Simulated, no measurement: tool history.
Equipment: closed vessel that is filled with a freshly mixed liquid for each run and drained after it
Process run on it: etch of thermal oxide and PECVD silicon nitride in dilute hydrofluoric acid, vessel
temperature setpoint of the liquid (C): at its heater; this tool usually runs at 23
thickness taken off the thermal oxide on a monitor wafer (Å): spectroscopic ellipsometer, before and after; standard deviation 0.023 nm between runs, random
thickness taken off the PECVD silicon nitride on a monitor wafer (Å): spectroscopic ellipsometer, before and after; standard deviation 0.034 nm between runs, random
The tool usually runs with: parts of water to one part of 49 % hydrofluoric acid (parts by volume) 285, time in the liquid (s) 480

run	hour	temperature setpoint of the liquid (C)	parts of water to one part of 49 % hydrofluoric acid (parts by volume)	time in the liquid (s)	read-back film thickness of the thermal oxide reference wafer, read on the same gauge (nm)	read-back film thickness of the PECVD silicon nitride reference wafer, read on the same gauge (nm)	thickness taken off the thermal oxide on a monitor wafer (Å)	thickness taken off the PECVD silicon nitride on a monitor wafer (Å)
1	0	23	285	480	29.96	30.01	67.2	66.1
2	38.9	23	285	480	30.01	29.97	67.2	66.8
3	315.4	23	285	480	30.01	29.98	68	66.8
4	362.2	23	285	480	29.99	30.02	68.2	67
5	458.4	23	285	245	30.01	29.95	34.8	34.2
6	561.3	27	285	480	30.02	30.03	78.8	85.7
# hour 585.8: hydrofluoric acid flow meter replaced
7	626.9	24.5	285	480	29.99	30.01	74.7	75.9
8	734.6	23	285	480	29.96	29.94	70.8	68.5
9	783	23	285	480	30.01	30	71.1	69.2
# hour 827.2: thermometer replaced
10	863.9	23	285	480	29.99	29.99	70.9	69.8
11	928.3	27.5	285	715	30	30	123.6	136.4
12	1013.4	23	285	480	29.99	29.93	71.4	69.6
# hour 1066.2: gauge calibrated
13	1097.4	23	285	225	29.97	30.02	33.5	32.6
14	1170.3	23	285	760	30.01	30.05	113.6	110.5
15	1222.9	23	220	480	29.99	29.93	98.5	89.5
# hour 1273.1: hydrofluoric acid flow meter replaced, repeated, since the last time left the tool worse
16	1287.9	23	285	385	29.97	29.96	52.2	51.7
17	1349.9	23	220	480	30.02	30.03	90.2	83.1
18	1416.5	26.5	155	700	30.03	29.95	229.5	214.9
19	1459.5	23	285	480	30.02	29.98	65.4	65.3
20	1519.9	20	410	480	30	30.03	36.7	37.9
21	1580.3	23	350	220	30.04	29.98	23.2	24.4
22	1656.4	27	365	480	29.99	30	54.5	64.9
23	1738.7	23	285	245	30.03	30.02	33.6	33.2

Forecast run 24:
24	1841.2	25.5	285	595	?	?	?	?

Logged for run 24: read-back film thickness of the thermal oxide reference wafer, read on the same gauge (nm) 29.99, read-back film thickness of the PECVD silicon nitride reference wafer, read on the same gauge (nm) 30, thickness taken off the thermal oxide on a monitor wafer (Å) 89.9, thickness taken off the PECVD silicon nitride on a monitor wafer (Å) 93.6.
Take away the tool's hidden state, keep the run-to-run variation as it was, and the same run would have given thickness taken off the thermal oxide on a monitor wafer (Å) 88.1, thickness taken off the PECVD silicon nitride on a monitor wafer (Å) 92.1.
